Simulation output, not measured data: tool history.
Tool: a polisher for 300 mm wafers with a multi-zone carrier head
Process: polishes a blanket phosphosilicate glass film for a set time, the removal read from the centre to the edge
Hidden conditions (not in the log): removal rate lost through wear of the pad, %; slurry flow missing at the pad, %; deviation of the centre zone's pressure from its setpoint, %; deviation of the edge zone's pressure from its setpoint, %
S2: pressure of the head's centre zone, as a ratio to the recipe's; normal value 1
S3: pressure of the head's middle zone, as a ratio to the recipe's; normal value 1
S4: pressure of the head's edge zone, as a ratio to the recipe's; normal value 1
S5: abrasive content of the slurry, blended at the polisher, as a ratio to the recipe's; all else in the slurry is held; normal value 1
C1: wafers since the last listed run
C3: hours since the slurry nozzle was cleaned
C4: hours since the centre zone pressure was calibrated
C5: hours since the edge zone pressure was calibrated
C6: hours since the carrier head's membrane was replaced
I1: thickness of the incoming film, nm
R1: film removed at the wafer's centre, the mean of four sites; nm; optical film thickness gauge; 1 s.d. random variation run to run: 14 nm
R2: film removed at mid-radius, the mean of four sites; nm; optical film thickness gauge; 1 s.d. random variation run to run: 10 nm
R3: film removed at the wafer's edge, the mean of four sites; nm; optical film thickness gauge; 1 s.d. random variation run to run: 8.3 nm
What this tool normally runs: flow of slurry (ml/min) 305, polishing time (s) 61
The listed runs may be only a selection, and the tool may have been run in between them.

Run 1, hour 0: usual settings but flow of slurry (ml/min) 275; C1 0; wafers polished on this pad 117; C3 745.8; C4 594.9; C5 1567.1; C6 896; I1 2291.4. Result: R1 918.2 nm, R2 899.2 nm, R3 904.9 nm.
Run 2, hour 8.4: usual settings but flow of slurry (ml/min) 245; C1 65; wafers polished on this pad 183; C3 754.2; C4 603.3; C5 1575.5; C6 904.4; I1 2269.4. Result: R1 892.3 nm, R2 878.7 nm, R3 881.5 nm.
Run 3, hour 23.7: usual settings but flow of slurry (ml/min) 245; C1 119; wafers polished on this pad 303; C3 769.5; C4 618.6; C5 1590.8; C6 919.7; I1 2235.7. Result: R1 863.4 nm, R2 836.3 nm, R3 866.2 nm.
Run 4, hour 33.9: usual settings but S3 0.92; C1 79; wafers polished on this pad 383; C3 779.7; C4 628.8; C5 1601; C6 929.9; I1 2246.9. Result: R1 906 nm, R2 796.9 nm, R3 878.1 nm.
Run 5, hour 42.1: usual settings but S3 0.92; C1 64; wafers polished on this pad 447; C3 787.9; C4 637; C5 1609.2; C6 938.1; I1 2260.3. Result: R1 885.1 nm, R2 793.6 nm, R3 858.2 nm.
Run 6, hour 49.7: usual settings but S3 1.03, S5 1.15; C1 59; wafers polished on this pad 507; C3 795.5; C4 644.6; C5 1616.8; C6 945.7; I1 2247. Result: R1 896.4 nm, R2 901.8 nm, R3 886.4 nm.
At hour 53.8: worn pad replaced by a new one.
At hour 54.6: edge zone pressure recalibrated.
At hour 56.7: slurry nozzle cleaned.
At hour 57.4: carrier head's membrane replaced by a new one.
Run 7, hour 57.9: usual settings but flow of slurry (ml/min) 235; C1 13; wafers polished on this pad 12; C3 1.2; C4 652.8; C5 3.3; C6 0.5; I1 2224.5. Result: R1 899.4 nm, R2 886.2 nm, R3 909 nm.
Run 8, hour 70.6: usual settings but flow of slurry (ml/min) 235; C1 99; wafers polished on this pad 112; C3 13.9; C4 665.5; C5 16; C6 13.2; I1 2244.5. Result: R1 884.4 nm, R2 898 nm, R3 909.7 nm.
Run 9, hour 86.7: usual settings but flow of slurry (ml/min) 235; C1 126; wafers polished on this pad 238; C3 30; C4 681.6; C5 32.1; C6 29.3; I1 2268.9. Result: R1 875 nm, R2 882.9 nm, R3 881.4 nm.
Run 10, hour 95.8: usual settings but S3 1.06; C1 71; wafers polished on this pad 309; C3 39.1; C4 690.7; C5 41.2; C6 38.4; I1 2260.3. Result: R1 901.4 nm, R2 938.6 nm, R3 914.7 nm.
At hour 107.6: centre zone pressure recalibrated.
Run 11, hour 108.1: usual settings; C1 80; wafers polished on this pad 390; C3 51.4; C4 0.5; C5 53.5; C6 50.7; I1 2243.8. Result: R1 882.4 nm, R2 860.2 nm, R3 891.7 nm.
Run 12, hour 114.3: usual settings but flow of slurry (ml/min) 370, polishing time (s) 74; C1 48; wafers polished on this pad 438; C3 57.6; C4 6.7; C5 59.7; C6 56.9; I1 2299.4. Result: R1 1068.8 nm, R2 1050.1 nm, R3 1065.1 nm.
At hour 120.9: worn pad replaced by a new one, of another model than before.
Run 13, hour 124.9: usual settings; C1 51; wafers polished on this pad 31; C3 68.2; C4 17.3; C5 70.3; C6 67.5; I1 2242.1. Result: R1 957.4 nm, R2 925.7 nm, R3 923.8 nm.
Run 14, hour 137.8: usual settings; C1 101; wafers polished on this pad 132; C3 81.1; C4 30.2; C5 83.2; C6 80.4; I1 2238. Result: R1 924 nm, R2 920.9 nm, R3 922.5 nm.
Run 15, hour 146.7: usual settings; C1 69; wafers polished on this pad 202; C3 90; C4 39.1; C5 92.1; C6 89.3; I1 2245.5. Result: R1 919.4 nm, R2 928 nm, R3 924.6 nm.
Run 16, hour 152.9: usual settings but flow of slurry (ml/min) 390, S2 0.93, S3 0.9, polishing time (s) 46; C1 48; wafers polished on this pad 250; C3 96.2; C4 45.3; C5 98.3; C6 95.5; I1 2241.3. Result: R1 658.6 nm, R2 622.1 nm, R3 692.5 nm.

What does the tool deliver on the next run?
Run 17, hour 165: usual settings but flow of slurry (ml/min) 225, S4 1.06; C1 94; wafers polished on this pad 345; C3 108.3; C4 57.4; C5 110.4; C6 107.6; I1 2252.4. Result: R1 ?, R2 ?, R3 ?.

{"run 17": {"R1": 896.5, "R2": 881, "R3": 909}}
The same run, on a tool lacking any hidden state, would have yielded R1 938 nm, R2 921.8 nm, R3 951.1 nm.

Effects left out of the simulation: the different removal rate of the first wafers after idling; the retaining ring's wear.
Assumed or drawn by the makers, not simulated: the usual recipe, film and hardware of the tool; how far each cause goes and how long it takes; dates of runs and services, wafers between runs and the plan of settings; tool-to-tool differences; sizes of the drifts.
